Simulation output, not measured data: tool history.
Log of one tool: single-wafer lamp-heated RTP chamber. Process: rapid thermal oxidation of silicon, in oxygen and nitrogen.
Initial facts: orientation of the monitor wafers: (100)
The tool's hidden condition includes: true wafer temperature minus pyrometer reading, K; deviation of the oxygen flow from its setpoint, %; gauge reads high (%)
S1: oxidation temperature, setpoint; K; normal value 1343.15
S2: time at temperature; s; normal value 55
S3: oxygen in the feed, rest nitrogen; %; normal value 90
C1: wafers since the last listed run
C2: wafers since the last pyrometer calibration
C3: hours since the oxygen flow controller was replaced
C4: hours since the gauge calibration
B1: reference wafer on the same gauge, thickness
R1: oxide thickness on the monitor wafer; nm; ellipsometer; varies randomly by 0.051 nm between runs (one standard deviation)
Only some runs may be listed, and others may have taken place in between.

run 1 day=0.000 | S1=1343.15 S2=55 S3=90 | C1=0 C2=4622 C3=3145.9 C4=1001.5 | B1=8.895 | R1=9.845
run 2 day=1.050 | S1=1343.15 S2=55 S3=90 | C1=249 C2=4872 C3=3171.1 C4=1026.7 | B1=8.897 | R1=9.841
run 3 day=2.500 | S1=1343.15 S2=55 S3=90 | C1=345 C2=5217 C3=3205.9 C4=1061.5 | B1=8.888 | R1=9.828
run 4 day=4.033 | S1=1343.15 S2=77 S3=90 | C1=364 C2=5582 C3=3242.7 C4=1098.3 | B1=8.879 | R1=11.597
run 5 day=5.346 | S1=1343.15 S2=55 S3=90 | C1=312 C2=5894 C3=3274.2 C4=1129.8 | B1=8.890 | R1=10.062
run 6 day=7.488 | S1=1343.15 S2=55 S3=90 | C1=509 C2=6404 C3=3325.6 C4=1181.2 | B1=8.896 | R1=10.067
-- day=8.183 pyrometer window cleaned and pyrometer calibrated
run 7 day=9.421 | S1=1343.15 S2=55 S3=90 | C1=380 C2=294 C3=3372.0 C4=1227.6 | B1=8.877 | R1=9.534
run 8 day=11.646 | S1=1343.15 S2=55 S3=90 | C1=529 C2=823 C3=3425.4 C4=1281.0 | B1=8.894 | R1=9.537
run 9 day=12.983 | S1=1343.15 S2=55 S3=90 | C1=318 C2=1142 C3=3457.5 C4=1313.1 | B1=8.902 | R1=9.450
run 10 day=14.167 | S1=1324.15 S2=55 S3=90 | C1=281 C2=1423 C3=3485.9 C4=1341.5 | B1=8.886 | R1=8.314
run 11 day=16.367 | S1=1324.15 S2=55 S3=90 | C1=523 C2=1947 C3=3538.7 C4=1394.3 | B1=8.892 | R1=8.340
run 12 day=19.308 | S1=1324.15 S2=55 S3=90 | C1=700 C2=2647 C3=3609.3 C4=1464.9 | B1=8.881 | R1=8.424
run 13 day=20.458 | S1=1343.15 S2=55 S3=90 | C1=273 C2=2921 C3=3636.9 C4=1492.5 | B1=8.900 | R1=9.559
run 14 day=21.708 | S1=1343.15 S2=55 S3=90 | C1=297 C2=3218 C3=3666.9 C4=1522.5 | B1=8.903 | R1=9.604
run 15 day=24.171 | S1=1343.15 S2=55 S3=90 | C1=586 C2=3804 C3=3726.0 C4=1581.6 | B1=8.894 | R1=9.793
run 16 day=27.108 | S1=1343.15 S2=55 S3=90 | C1=699 C2=4504 C3=3796.5 C4=1652.1 | B1=8.883 | R1=9.834
-- day=29.625 gauge calibrated
run 17 day=29.629 | S1=1343.15 S2=55 S3=90 | C1=600 C2=5104 C3=3857.0 C4=0.1 | B1=8.890 | R1=9.851
-- day=31.958 pyrometer window cleaned and pyrometer calibrated
run 18 day=32.533 | S1=1360.15 S2=55 S3=76 | C1=611 C2=136 C3=3926.7 C4=69.8 | B1=8.904 | R1=9.850
run 19 day=34.550 | S1=1321.15 S2=47 S3=67 | C1=480 C2=616 C3=3975.1 C4=118.2 | B1=8.884 | R1=6.807
run 20 day=37.288 | S1=1324.15 S2=28 S3=90 | C1=651 C2=1268 C3=4040.8 C4=183.9 | B1=8.890 | R1=6.174
run 21 day=39.325 | S1=1343.15 S2=55 S3=98 | C1=484 C2=1753 C3=4089.7 C4=232.8 | B1=8.890 | R1=9.809
run 22 day=41.092 | S1=1334.15 S2=71 S3=98 | C1=420 C2=2173 C3=4132.1 C4=275.2 | B1=8.889 | R1=10.383
run 23 day=42.646 | S1=1366.15 S2=55 S3=98 | C1=369 C2=2543 C3=4169.4 C4=312.5 | B1=8.899 | R1=11.443
-- day=43.879 oxygen flow controller replaced
run 24 day=43.900 | S1=1343.15 S2=55 S3=90 | C1=219 C2=2762 C3=0.5 C4=342.6 | B1=8.888 | R1=9.521
run 25 day=46.162 | S1=1352.15 S2=55 S3=90 | C1=538 C2=3301 C3=54.8 C4=396.9 | B1=8.890 | R1=10.205
run 26 day=52.862 | S1=1316.15 S2=55 S3=98 | C1=1594 C2=4895 C3=215.6 C4=557.7 | B1=8.886 | R1=8.446
-- day=53.217 pyrometer window cleaned and pyrometer calibrated
run 27 day=54.338 | S1=1352.15 S2=32 S3=70 | C1=271 C2=266 C3=251.0 C4=593.1 | B1=8.873 | R1=7.243
run 28 day=56.892 | S1=1343.15 S2=55 S3=90 | C1=607 C2=874 C3=312.3 C4=654.4 | B1=8.894 | R1=9.332
run 29 day=59.217 | S1=1343.15 S2=55 S3=90 | C1=553 C2=1427 C3=368.1 C4=710.2 | B1=8.880 | R1=9.537
run 30 day=61.038 | S1=1343.15 S2=55 S3=90 | C1=433 C2=1861 C3=411.8 C4=753.9 | B1=8.895 | R1=9.463
run 31 day=62.608 | S1=1329.15 S2=55 S3=80 | C1=373 C2=2234 C3=449.5 C4=791.6 | B1=8.883 | R1=8.269
run 32 day=63.638 | S1=1370.15 S2=55 S3=90 | C1=244 C2=2479 C3=474.2 C4=816.3 | B1=8.898 | R1=11.302
run 33 day=66.354 | S1=1373.15 S2=55 S3=66 | C1=646 C2=3126 C3=539.4 C4=881.5 | B1=8.900 | R1=10.376

Consider 3 possible next runs. They are alternatives, not a sequence: every one starts from the tool as it was left by run 33. What does each give?
run A day=66.375 | S1=1343.15 S2=55 S3=90 | C1=4 C2=3131 C3=539.9 C4=882.0 | B1=? | R1=?
run B day=66.375 | S1=1364.15 S2=65 S3=90 | C1=4 C2=3131 C3=539.9 C4=882.0 | B1=? | R1=?
run C day=66.375 | S1=1321.15 S2=81 S3=98 | C1=4 C2=3131 C3=539.9 C4=882.0 | B1=? | R1=?

run=A B1=8.896 R1=9.600
run=B B1=8.896 R1=11.858
run=C B1=8.896 R1=10.156
With no hidden state in the tool, these same runs would have given:
run=A R1=9.438
run=B R1=11.666
run=C R1=9.978
